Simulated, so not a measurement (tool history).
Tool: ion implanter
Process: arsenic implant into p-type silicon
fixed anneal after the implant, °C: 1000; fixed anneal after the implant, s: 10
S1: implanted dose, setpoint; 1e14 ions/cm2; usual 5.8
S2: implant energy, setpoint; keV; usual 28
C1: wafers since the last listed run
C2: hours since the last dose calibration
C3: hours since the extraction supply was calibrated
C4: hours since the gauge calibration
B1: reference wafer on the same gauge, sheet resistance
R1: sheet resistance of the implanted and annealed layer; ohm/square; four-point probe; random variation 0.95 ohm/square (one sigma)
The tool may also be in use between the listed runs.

Run 1, hour 0: usual settings; C1 0; C2 29.7; C3 6103.1; C4 480.9; B1 145.73. Result: R1 174.76 ohm/square.
Run 2, hour 52: usual settings; C1 1309; C2 81.7; C3 6155.1; C4 532.9; B1 146.09. Result: R1 173.24 ohm/square.
Run 3, hour 97.9: usual settings; C1 1156; C2 127.6; C3 6201; C4 578.8; B1 145.66. Result: R1 172.18 ohm/square.
Run 4, hour 151.6: usual settings but S2 35 keV; C1 1352; C2 181.3; C3 6254.7; C4 632.5; B1 145.73. Result: R1 166.53 ohm/square.
Run 5, hour 221: usual settings but S2 35 keV; C1 1748; C2 250.7; C3 6324.1; C4 701.9; B1 146.18. Result: R1 165.09 ohm/square.
Run 6, hour 271.3: usual settings; C1 1267; C2 301; C3 6374.4; C4 752.2; B1 146.08. Result: R1 172.37 ohm/square.
Run 7, hour 329.2: usual settings; C1 1458; C2 358.9; C3 6432.3; C4 810.1; B1 146.08. Result: R1 171.45 ohm/square.
Run 8, hour 375.7: usual settings but S1 5.21 1e14 ions/cm2; C1 1171; C2 405.4; C3 6478.8; C4 856.6; B1 145.75. Result: R1 184.83 ohm/square.
Run 9, hour 446.3: usual settings but S1 5.21 1e14 ions/cm2; C1 1778; C2 476; C3 6549.4; C4 927.2; B1 146.04. Result: R1 183.35 ohm/square.
At hour 478.8: extraction supply calibrated.
Run 10, hour 479.3: usual settings but S1 5.21 1e14 ions/cm2; C1 629; C2 509; C3 0.5; C4 960.2; B1 145.62. Result: R1 183.33 ohm/square.
At hour 482.4: gauge calibrated.
Run 11, hour 539.4: usual settings; C1 1513; C2 569.1; C3 60.6; C4 57; B1 146.2. Result: R1 168.91 ohm/square.
Run 12, hour 675.3: usual settings but S1 6.33 1e14 ions/cm2, S2 31 keV; C1 3423; C2 705; C3 196.5; C4 192.9; B1 145.84. Result: R1 154.46 ohm/square.
Run 13, hour 728: usual settings but S1 7.13 1e14 ions/cm2, S2 35.5 keV; C1 1327; C2 757.7; C3 249.2; C4 245.6; B1 146.23. Result: R1 138.34 ohm/square.
Run 14, hour 786.4: usual settings but S1 4.96 1e14 ions/cm2, S2 18 keV; C1 1471; C2 816.1; C3 307.6; C4 304; B1 146.1. Result: R1 198.1 ohm/square.
At hour 799.1: Faraday cup replaced and dose calibrated.
Run 15, hour 834.9: usual settings but S1 4.72 1e14 ions/cm2; C1 1020; C2 35.8; C3 356.1; C4 352.5; B1 146. Result: R1 199.99 ohm/square.
Run 16, hour 860.5: usual settings but S2 24.5 keV; C1 644; C2 61.4; C3 381.7; C4 378.1; B1 146.01. Result: R1 177.97 ohm/square.
Run 17, hour 932.2: usual settings; C1 1806; C2 133.1; C3 453.4; C4 449.8; B1 145.97. Result: R1 172.74 ohm/square.
Run 18, hour 973.7: usual settings; C1 1045; C2 174.6; C3 494.9; C4 491.3; B1 146.26. Result: R1 172.31 ohm/square.
Run 19, hour 1035: usual settings but S1 4.56 1e14 ions/cm2, S2 25 keV; C1 1544; C2 235.9; C3 556.2; C4 552.6; B1 146.23. Result: R1 207.98 ohm/square.
Run 20, hour 1088.8: usual settings but S1 6.31 1e14 ions/cm2, S2 32.5 keV; C1 1355; C2 289.7; C3 610; C4 606.4; B1 145.91. Result: R1 157.72 ohm/square.
Run 21, hour 1121.6: usual settings but S1 4.08 1e14 ions/cm2; C1 826; C2 322.5; C3 642.8; C4 639.2; B1 145.84. Result: R1 220.6 ohm/square.
Run 22, hour 1155.2: usual settings; C1 846; C2 356.1; C3 676.4; C4 672.8; B1 145.47. Result: R1 171.37 ohm/square.
Run 23, hour 1218.7: usual settings but S1 7.26 1e14 ions/cm2, S2 31 keV; C1 1599; C2 419.6; C3 739.9; C4 736.3; B1 146.41. Result: R1 141.51 ohm/square.
Run 24, hour 1357.8: usual settings but S2 30.5 keV; C1 3503; C2 558.7; C3 879; C4 875.4; B1 146.01. Result: R1 166.12 ohm/square.

Forecast each of these 5 alternatives for the next run:
Run A, hour 1358.2: usual settings but S2 36.5 keV; C1 10; C2 559.1; C3 879.4; C4 875.8; B1 ?. Result: R1 ?.
Run B, hour 1358.2: usual settings but S1 5.17 1e14 ions/cm2, S2 37.5 keV; C1 10; C2 559.1; C3 879.4; C4 875.8; B1 ?. Result: R1 ?.
Run C, hour 1358.2: usual settings but S1 4.82 1e14 ions/cm2, S2 37 keV; C1 10; C2 559.1; C3 879.4; C4 875.8; B1 ?. Result: R1 ?.
Run D, hour 1358.2: usual settings but S1 7.07 1e14 ions/cm2, S2 34 keV; C1 10; C2 559.1; C3 879.4; C4 875.8; B1 ?. Result: R1 ?.
Run E, hour 1358.2: usual settings but S1 4.5 1e14 ions/cm2, S2 22 keV; C1 10; C2 559.1; C3 879.4; C4 875.8; B1 ?. Result: R1 ?.

run      B1      R1
  A  145.64  160.99
  B  145.64  174.74
  C  145.64  184.58
  D  145.64  140.95
  E  145.64  210.11
Without the tool's hidden state the same runs would have given:
run      R1
  A  164.95
  B  179.04
  C  189.11
  D  144.29
  E  215.04
